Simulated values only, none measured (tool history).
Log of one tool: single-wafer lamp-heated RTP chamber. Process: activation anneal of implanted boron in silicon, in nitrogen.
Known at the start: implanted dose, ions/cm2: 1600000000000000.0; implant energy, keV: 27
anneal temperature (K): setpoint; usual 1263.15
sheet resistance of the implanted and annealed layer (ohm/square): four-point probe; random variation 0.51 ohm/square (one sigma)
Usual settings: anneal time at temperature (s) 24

| run | day | anneal temperature (K) | anneal time at temperature (s) | read-back reference wafer on the same gauge, sheet resistance | sheet resistance of the implanted and annealed layer (ohm/square) |
|---|---|---|---|---|---|
| 1 | 0.000 | 1263.15 | 24 | 89.68 | 91.71 |
| 2 | 1.662 | 1263.15 | 24 | 89.52 | 91.71 |
|  | 4.125 | reflector plate cleaned |
| 3 | 5.171 | 1279.15 | 24 | 89.94 | 87.54 |
|  | 7.117 | pyrometer window cleaned and pyrometer calibrated |
| 4 | 7.671 | 1279.15 | 24 | 89.58 | 87.74 |
| 5 | 11.521 | 1263.15 | 24 | 89.81 | 93.64 |
| 6 | 14.088 | 1277.15 | 35 | 89.49 | 87.45 |
| 7 | 20.292 | 1277.15 | 35 | 89.72 | 87.09 |
|  | 22.112 | reflector plate cleaned |
| 8 | 22.133 | 1263.15 | 29 | 89.54 | 91.12 |
| 9 | 23.917 | 1263.15 | 29 | 89.26 | 90.82 |
| 10 | 26.158 | 1263.15 | 29 | 89.48 | 90.89 |
| 11 | 28.408 | 1263.15 | 24 | 89.84 | 91.13 |
|  | 29.438 | pyrometer window cleaned and pyrometer calibrated |
| 12 | 30.325 | 1263.15 | 24 | 89.60 | 89.93 |
| 13 | 33.696 | 1276.15 | 24 | 89.73 | 87.14 |
| 14 | 36.000 | 1276.15 | 24 | 89.66 | 86.57 |
| 15 | 38.075 | 1263.15 | 13 | 89.93 | 91.74 |
| 16 | 40.692 | 1263.15 | 13 | 89.65 | 91.93 |
|  | 42.742 | reflector plate cleaned |
| 17 | 43.862 | 1263.15 | 24 | 89.77 | 88.46 |
| 18 | 46.679 | 1288.15 | 11 | 89.52 | 86.25 |
|  | 48.746 | pyrometer window cleaned and pyrometer calibrated, repeated, since the last time left the tool worse |
| 19 | 50.538 | 1233.15 | 36 | 89.81 | 109.13 |
| 20 | 52.908 | 1263.15 | 17 | 89.33 | 94.48 |
| 21 | 54.792 | 1277.15 | 35 | 89.35 | 87.30 |
|  | 62.029 | reflector plate cleaned |
| 22 | 66.879 | 1290.15 | 24 | 89.69 | 85.80 |
|  | 67.396 | gauge calibrated |
|  | 67.908 | pyrometer window cleaned and pyrometer calibrated |
| 23 | 71.100 | 1277.15 | 32 | 89.45 | 88.19 |
| 24 | 74.171 | 1245.15 | 33 | 89.45 | 100.06 |

Run 25 comes next. What will it give?
| 25 | 75.717 | 1263.15 | 24 | ? | ? |

Run 25 gave read-back reference wafer on the same gauge, sheet resistance 89.43, sheet resistance of the implanted and annealed layer (ohm/square) 92.40.
Without the tool's hidden state the same run would have given sheet resistance of the implanted and annealed layer (ohm/square) 93.58.

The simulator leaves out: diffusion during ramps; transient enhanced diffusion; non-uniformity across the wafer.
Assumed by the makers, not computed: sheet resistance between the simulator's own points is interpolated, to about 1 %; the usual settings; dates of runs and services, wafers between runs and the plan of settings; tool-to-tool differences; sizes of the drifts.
